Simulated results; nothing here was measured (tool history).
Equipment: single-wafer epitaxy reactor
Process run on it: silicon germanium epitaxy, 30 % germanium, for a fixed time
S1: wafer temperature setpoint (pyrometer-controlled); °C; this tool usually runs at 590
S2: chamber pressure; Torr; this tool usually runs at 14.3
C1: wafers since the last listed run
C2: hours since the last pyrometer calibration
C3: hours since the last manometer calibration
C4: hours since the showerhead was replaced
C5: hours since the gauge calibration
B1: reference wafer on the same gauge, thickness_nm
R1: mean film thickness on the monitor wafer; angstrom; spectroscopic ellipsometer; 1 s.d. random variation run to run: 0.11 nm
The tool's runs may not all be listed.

Run 1, day 0: usual settings; C1 0; C2 949.2; C3 1262; C4 6613.5; C5 413.7; B1 34.312. Result: R1 369.32 angstrom.
Run 2, day 1.846: usual settings; C1 604; C2 993.5; C3 1306.3; C4 6657.8; C5 458; B1 34.293. Result: R1 367.86 angstrom.
Run 3, day 3.604: usual settings; C1 575; C2 1035.7; C3 1348.5; C4 6700; C5 500.2; B1 34.294. Result: R1 367.11 angstrom.
Run 4, day 6.567: usual settings but S2 12 Torr; C1 970; C2 1106.8; C3 1419.6; C4 6771.1; C5 571.3; B1 34.316. Result: R1 339.09 angstrom.
Run 5, day 10.796: usual settings but S2 12 Torr; C1 1385; C2 1208.3; C3 1521.1; C4 6872.6; C5 672.8; B1 34.287. Result: R1 338.96 angstrom.
Run 6, day 13.65: usual settings but S2 11.9 Torr; C1 934; C2 1276.8; C3 1589.6; C4 6941.1; C5 741.3; B1 34.315. Result: R1 339.15 angstrom.
Run 7, day 15.062: usual settings but S2 11.9 Torr; C1 462; C2 1310.7; C3 1623.5; C4 6975; C5 775.2; B1 34.302. Result: R1 337.79 angstrom.
Run 8, day 16.371: usual settings but S2 11.7 Torr; C1 428; C2 1342.1; C3 1654.9; C4 7006.4; C5 806.6; B1 34.318. Result: R1 335.48 angstrom.
Run 9, day 19.062: usual settings but S2 11.7 Torr; C1 881; C2 1406.7; C3 1719.5; C4 7071; C5 871.2; B1 34.309. Result: R1 334.67 angstrom.
Run 10, day 21.188: usual settings but S1 594 °C; C1 695; C2 1457.7; C3 1770.5; C4 7122; C5 922.2; B1 34.296. Result: R1 397.81 angstrom.
Run 11, day 22.854: usual settings but S1 594 °C; C1 545; C2 1497.7; C3 1810.5; C4 7162; C5 962.2; B1 34.278. Result: R1 395.76 angstrom.
Run 12, day 24.392: usual settings but S1 594 °C; C1 503; C2 1534.6; C3 1847.4; C4 7198.9; C5 999.1; B1 34.293. Result: R1 396.53 angstrom.
At day 24.75: showerhead replaced.
Run 13, day 25.804: usual settings but S2 16 Torr; C1 353; C2 1568.5; C3 1881.3; C4 25.3; C5 1033; B1 34.287. Result: R1 391.1 angstrom.
At day 26.704: pyrometer calibrated.
Run 14, day 27.433: usual settings; C1 424; C2 17.5; C3 1920.4; C4 64.4; C5 1072.1; B1 34.291. Result: R1 358.81 angstrom.
At day 30.108: gauge calibrated.
Run 15, day 30.421: usual settings but S1 600 °C, S2 11.2 Torr; C1 978; C2 89.2; C3 1992.1; C4 136.1; C5 7.5; B1 34.302. Result: R1 372.56 angstrom.
Run 16, day 32.65: usual settings; C1 730; C2 142.7; C3 2045.6; C4 189.6; C5 61; B1 34.286. Result: R1 359.47 angstrom.
Run 17, day 35.229: usual settings but S1 575 °C, S2 12.1 Torr; C1 844; C2 204.6; C3 2107.5; C4 251.5; C5 122.9; B1 34.293. Result: R1 256.49 angstrom.

Forecast run 18:
Run 18, day 37.112: usual settings but S2 13.1 Torr; C1 616; C2 249.8; C3 2152.7; C4 296.7; C5 168.1; B1 ?. Result: R1 ?.

{"run 18": {"B1": 34.303, "R1": 342.57}}
With the hidden condition absent and the run-to-run variation left alone, this run would have shown R1 342.49 angstrom.
